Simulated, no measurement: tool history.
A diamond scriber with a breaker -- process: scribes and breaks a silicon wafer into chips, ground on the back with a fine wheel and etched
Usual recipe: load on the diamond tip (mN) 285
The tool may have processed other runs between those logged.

run,hour,load on the diamond tip (mN),"incoming depth of the damage left on the back of the incoming wafer, um",depth of the median crack under the scribed line (um),chips rejected at inspection after the break (%)
1,0.0,343,0.46,13.66,6.10
2,35.7,234,0.69,10.19,3.73
3,131.2,234,0.54,10.12,4.40
4,161.6,234,0.68,10.11,4.78
5,197.4,285,0.39,11.49,1.25
6,226.5,285,0.69,11.47,1.18
7,257.4,226,0.35,9.59,7.08
8,270.4,285,0.62,11.46,1.23
9,298.7,258,0.54,10.45,2.32
10,319.6,258,0.35,10.52,2.49
11,349.8,285,0.68,11.33,1.26
# hour 359.4: load on the tip recalibrated
12,364.6,285,0.35,10.64,1.77
13,392.4,285,0.54,10.89,1.73
14,416.2,285,0.71,10.84,1.84
15,442.4,285,0.61,10.83,1.79
16,460.2,285,0.76,10.66,1.88
17,484.5,237,0.60,9.24,8.72
18,519.4,237,0.78,9.51,8.89
19,549.5,237,0.34,9.43,9.34
20,573.8,224,0.76,9.03,12.11
21,604.9,285,0.39,10.75,2.20
22,632.9,285,0.68,10.42,2.26
23,647.1,255,0.58,9.71,5.72
24,660.0,352,0.42,12.28,2.25
25,690.0,220,0.45,8.75,14.57
26,711.5,285,0.56,10.46,2.46
# hour 722.9: diamond tip replaced by a new one
27,736.6,355,0.35,13.70,7.43
28,769.4,367,0.48,14.23,8.89
29,800.5,213,0.41,9.26,8.41
30,826.9,221,0.55,9.43,6.94
31,861.5,357,0.47,13.49,6.97
32,883.3,254,0.50,10.59,2.36
33,910.4,338,0.61,13.00,4.61
34,924.9,348,0.38,13.12,5.31
35,960.9,331,0.56,12.62,3.26
36,995.8,309,0.40,11.84,1.67
37,1101.3,285,0.74,11.23,1.32
38,1125.1,225,0.50,9.44,8.08
39,1145.2,216,0.62,9.13,11.69
40,1159.0,256,0.54,10.30,3.42
41,1188.8,285,0.36,11.04,1.49

Below are 5 alternative next runs, each starting from the tool's condition after run 41. Predict each:
A,1189.3,285,0.75,?,?
B,1189.3,204,0.75,?,?
C,1189.3,208,0.75,?,?
D,1189.3,366,0.75,?,?
E,1189.3,241,0.75,?,?

run,depth of the median crack under the scribed line (um),chips rejected at inspection after the break (%)
A,11.06,1.40
B,8.63,15.26
C,8.76,13.92
D,13.24,5.48
E,9.78,5.72
Without the tool's hidden state the same runs would have given:
run,depth of the median crack under the scribed line (um),chips rejected at inspection after the break (%)
A,11.40,1.22
B,8.90,12.52
C,9.03,11.29
D,13.64,7.34
E,10.08,4.14

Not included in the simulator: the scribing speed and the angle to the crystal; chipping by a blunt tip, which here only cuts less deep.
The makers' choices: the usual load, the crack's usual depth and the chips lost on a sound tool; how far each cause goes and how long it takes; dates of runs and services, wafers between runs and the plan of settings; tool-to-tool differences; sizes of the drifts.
